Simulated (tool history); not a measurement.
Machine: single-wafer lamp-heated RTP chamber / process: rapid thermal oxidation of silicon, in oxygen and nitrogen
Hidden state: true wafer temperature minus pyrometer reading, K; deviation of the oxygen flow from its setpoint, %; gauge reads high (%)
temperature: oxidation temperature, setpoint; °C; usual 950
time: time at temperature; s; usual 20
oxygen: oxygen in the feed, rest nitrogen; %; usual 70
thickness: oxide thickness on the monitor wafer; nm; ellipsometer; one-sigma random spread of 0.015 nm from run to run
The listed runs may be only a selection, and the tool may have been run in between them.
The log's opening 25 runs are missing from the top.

run    hour  temperature  time  oxygen  wafers since the last listed run  wafers since the last pyrometer calibration  hours since the oxygen flow controller was replaced  hours since the gauge calibration  read-back reference wafer on the same gauge, thickness  thickness
 26  1847.6          950    20      94                               659                                         2839                                               7459.1                             2564.7                                                   2.907      2.683
 27  1903.5          950    20      70                               570                                         3410                                               7515.0                             2620.6                                                   2.912      2.556
 28  1954.6          971    20      91                               521                                         3932                                               7566.1                             2671.7                                                   2.911      3.009
 29  1992.5          929    11      52                               386                                         4319                                               7604.0                             2709.6                                                   2.913      2.060
     2041.2  -- gauge calibrated
 30  2057.6          940    15      78                               664                                         4983                                               7669.1                               16.4                                                   2.911      2.348
     2112.8  -- pyrometer window cleaned and pyrometer calibrated
     2113.6  -- oxygen flow controller replaced
 31  2121.8          932    20      70                               564                                           83                                                  8.2                               80.6                                                   2.914      2.349
 32  2159.1          969    20      50                               380                                          464                                                 45.5                              117.9                                                   2.908      2.567
 33  2222.0          950    11      70                               642                                         1106                                                108.4                              180.8                                                   2.915      2.213
 34  2287.1          937    20      70                               664                                         1770                                                173.5                              245.9                                                   2.909      2.392
 35  2327.9          922    14      79                               416                                         2187                                                214.3                              286.7                                                   2.912      2.173
 36  2457.5          958    20      70                              1323                                         3510                                                343.9                              416.3                                                   2.913      2.629
     2640.9  -- pyrometer window cleaned and pyrometer calibrated
 37  2749.5          933    26      48                              2899                                         1108                                                635.9                              708.3                                                   2.912      2.381
 38  2839.4          950    20      70                               917                                         2026                                                725.8                              798.2                                                   2.908      2.527

Below are 3 alternative next runs, each starting from the tool's condition after run 38. Predict each:
  A  2839.8          950    20      58                                 4                                         2030                                                726.2                              798.6                                                       ?          ?
  B  2839.8          935    20      52                                 4                                         2030                                                726.2                              798.6                                                       ?          ?
  C  2839.8          933    28      57                                 4                                         2030                                                726.2                              798.6                                                       ?          ?

run  read-back reference wafer on the same gauge, thickness  thickness
  A                                                   2.912      2.439
  B                                                   2.912      2.284
  C                                                   2.912      2.469
With the hidden condition removed and each run's random variation left untouched, the same runs would have given:
run  thickness
  A      2.425
  B      2.274
  C      2.456

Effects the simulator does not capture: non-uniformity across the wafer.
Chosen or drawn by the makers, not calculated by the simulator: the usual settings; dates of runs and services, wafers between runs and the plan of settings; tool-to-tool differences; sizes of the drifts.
